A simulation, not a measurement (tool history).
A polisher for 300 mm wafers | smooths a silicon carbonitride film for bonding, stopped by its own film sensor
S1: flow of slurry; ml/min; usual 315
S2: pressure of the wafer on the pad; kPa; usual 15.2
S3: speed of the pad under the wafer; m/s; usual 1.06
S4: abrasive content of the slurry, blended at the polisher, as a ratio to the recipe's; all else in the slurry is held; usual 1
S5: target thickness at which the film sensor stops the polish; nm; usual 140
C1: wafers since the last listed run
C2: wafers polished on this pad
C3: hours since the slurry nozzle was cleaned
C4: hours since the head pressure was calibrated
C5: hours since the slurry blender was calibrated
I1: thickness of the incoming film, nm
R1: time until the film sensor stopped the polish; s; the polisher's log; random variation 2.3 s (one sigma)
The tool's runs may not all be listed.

run 1 hour=0 | S1=245 S2=15.2 S3=1.06 S4=1 S5=140 | C1=0 C2=955 C3=750.3 C4=277.2 C5=39.8 | I1=170.5 | R1=148
-- hour=7 slurry nozzle cleaned
run 2 hour=9.1 | S1=245 S2=15.2 S3=1.06 S4=1 S5=140 | C1=76 C2=1031 C3=2.1 C4=286.3 C5=48.9 | I1=167.3 | R1=119.5
run 3 hour=15.7 | S1=245 S2=15.2 S3=1.06 S4=1 S5=140 | C1=62 C2=1094 C3=8.7 C4=292.9 C5=55.5 | I1=173.6 | R1=149.6
run 4 hour=31 | S1=315 S2=15.2 S3=1.06 S4=1 S5=148 | C1=143 C2=1237 C3=24 C4=308.2 C5=70.8 | I1=172.3 | R1=102.9
run 5 hour=44.7 | S1=315 S2=15.2 S3=1.06 S4=1 S5=148 | C1=128 C2=1366 C3=37.7 C4=321.9 C5=84.5 | I1=170.4 | R1=95.6
run 6 hour=52.7 | S1=315 S2=15.2 S3=1.06 S4=1 S5=148 | C1=75 C2=1441 C3=45.7 C4=329.9 C5=92.5 | I1=169.5 | R1=93.6
-- hour=57.2 worn pad replaced by a new one
run 7 hour=59.8 | S1=365 S2=15.2 S3=1.06 S4=1 S5=140 | C1=29 C2=24 C3=52.8 C4=337 C5=99.6 | I1=168.7 | R1=123.1
run 8 hour=70.9 | S1=365 S2=15.2 S3=1.06 S4=1 S5=140 | C1=104 C2=128 C3=63.9 C4=348.1 C5=110.7 | I1=169.9 | R1=125.6
run 9 hour=81.5 | S1=365 S2=15.2 S3=1.06 S4=1 S5=140 | C1=99 C2=228 C3=74.5 C4=358.7 C5=121.3 | I1=170.3 | R1=134.4
run 10 hour=88.5 | S1=315 S2=15.2 S3=1.06 S4=1 S5=140 | C1=65 C2=294 C3=81.5 C4=365.7 C5=128.3 | I1=171.2 | R1=133.6
run 11 hour=100.4 | S1=315 S2=15.2 S3=1.06 S4=1 S5=140 | C1=111 C2=406 C3=93.4 C4=377.6 C5=140.2 | I1=172.9 | R1=144.7
run 12 hour=110.7 | S1=280 S2=11.7 S3=0.86 S4=0.85 S5=140 | C1=96 C2=503 C3=103.7 C4=387.9 C5=150.5 | I1=173.1 | R1=252.1
run 13 hour=120.6 | S1=315 S2=15.2 S3=1.06 S4=1 S5=140 | C1=93 C2=596 C3=113.6 C4=397.8 C5=160.4 | I1=169.8 | R1=130.6
-- hour=131.7 head pressure recalibrated
run 14 hour=133.2 | S1=315 S2=15.2 S3=1.06 S4=1 S5=140 | C1=99 C2=695 C3=126.2 C4=1.5 C5=173 | I1=170.5 | R1=133.1
run 15 hour=142.8 | S1=315 S2=13.1 S3=1.06 S4=1.2 S5=140 | C1=90 C2=786 C3=135.8 C4=11.1 C5=182.6 | I1=169.4 | R1=137.4
run 16 hour=159.6 | S1=315 S2=15.2 S3=1.06 S4=1 S5=140 | C1=157 C2=944 C3=152.6 C4=27.9 C5=199.4 | I1=168.3 | R1=119.6
run 17 hour=171.6 | S1=415 S2=11.7 S3=0.84 S4=1 S5=145 | C1=112 C2=1056 C3=164.6 C4=39.9 C5=211.4 | I1=171.8 | R1=173.5
run 18 hour=189.1 | S1=315 S2=15.2 S3=0.74 S4=1 S5=140 | C1=164 C2=1221 C3=182.1 C4=57.4 C5=228.9 | I1=170 | R1=181.4
-- hour=191.2 slurry blender recalibrated
-- hour=217.5 worn pad replaced by a new one
run 19 hour=220.8 | S1=315 S2=15.2 S3=1.06 S4=1 S5=140 | C1=241 C2=30 C3=213.8 C4=89.1 C5=29.6 | I1=168.4 | R1=123.7
run 20 hour=234.1 | S1=315 S2=15.2 S3=1.18 S4=0.7 S5=140 | C1=125 C2=155 C3=227.1 C4=102.4 C5=42.9 | I1=166.5 | R1=128.8
run 21 hour=250.3 | S1=315 S2=13.1 S3=1.06 S4=1.2 S5=140 | C1=152 C2=308 C3=243.3 C4=118.6 C5=59.1 | I1=172.7 | R1=153.4
run 22 hour=261.6 | S1=315 S2=9.7 S3=0.94 S4=0.7 S5=140 | C1=106 C2=414 C3=254.6 C4=129.9 C5=70.4 | I1=172.5 | R1=294.6
run 23 hour=276.6 | S1=260 S2=13.1 S3=1.06 S4=1 S5=140 | C1=141 C2=555 C3=269.6 C4=144.9 C5=85.4 | I1=169.2 | R1=152.2
run 24 hour=286.9 | S1=415 S2=15.2 S3=0.72 S4=1 S5=143 | C1=96 C2=652 C3=279.9 C4=155.2 C5=95.7 | I1=171.9 | R1=170.5
run 25 hour=295.8 | S1=315 S2=15.2 S3=1.06 S4=1 S5=140 | C1=83 C2=735 C3=288.8 C4=164.1 C5=104.6 | I1=170.6 | R1=138.7
run 26 hour=308.1 | S1=315 S2=15.2 S3=1.34 S4=1 S5=147 | C1=115 C2=851 C3=301.1 C4=176.4 C5=116.9 | I1=169.1 | R1=82.4
run 27 hour=315.5 | S1=315 S2=15.2 S3=1.06 S4=1 S5=131 | C1=69 C2=921 C3=308.5 C4=183.8 C5=124.3 | I1=167.8 | R1=157.4
run 28 hour=332.1 | S1=365 S2=20 S3=1.32 S4=1 S5=148 | C1=156 C2=1077 C3=325.1 C4=200.4 C5=140.9 | I1=169.3 | R1=59.2
run 29 hour=348.8 | S1=415 S2=15.2 S3=1.06 S4=1 S5=140 | C1=157 C2=1234 C3=341.8 C4=217.1 C5=157.6 | I1=168 | R1=117.8
-- hour=366 worn pad replaced by a new one
-- hour=376.3 slurry blender recalibrated
run 30 hour=390.2 | S1=315 S2=13.1 S3=1.06 S4=1.2 S5=140 | C1=332 C2=208 C3=383.2 C4=258.5 C5=13.9 | I1=166.5 | R1=126.4

4 ways to go on from here, each from the tool as it stands after run 30. What would each give?
run A hour=390.7 | S1=315 S2=15.2 S3=1.06 S4=1 S5=140 | C1=4 C2=213 C3=383.7 C4=259 C5=14.4 | I1=167.7 | R1=?
run B hour=390.7 | S1=395 S2=17.2 S3=1.4 S4=0.9 S5=140 | C1=4 C2=213 C3=383.7 C4=259 C5=14.4 | I1=167.7 | R1=?
run C hour=390.7 | S1=315 S2=11.7 S3=1.06 S4=1 S5=140 | C1=4 C2=213 C3=383.7 C4=259 C5=14.4 | I1=167.7 | R1=?
run D hour=390.7 | S1=385 S2=10.3 S3=1.06 S4=0.7 S5=140 | C1=4 C2=213 C3=383.7 C4=259 C5=14.4 | I1=167.7 | R1=?

run=A R1=122.4
run=B R1=88.7
run=C R1=158.4
run=D R1=215.7
Without the tool's hidden state the same runs would have given:
run=A R1=117
run=B R1=85.6
run=C R1=151.4
run=D R1=208
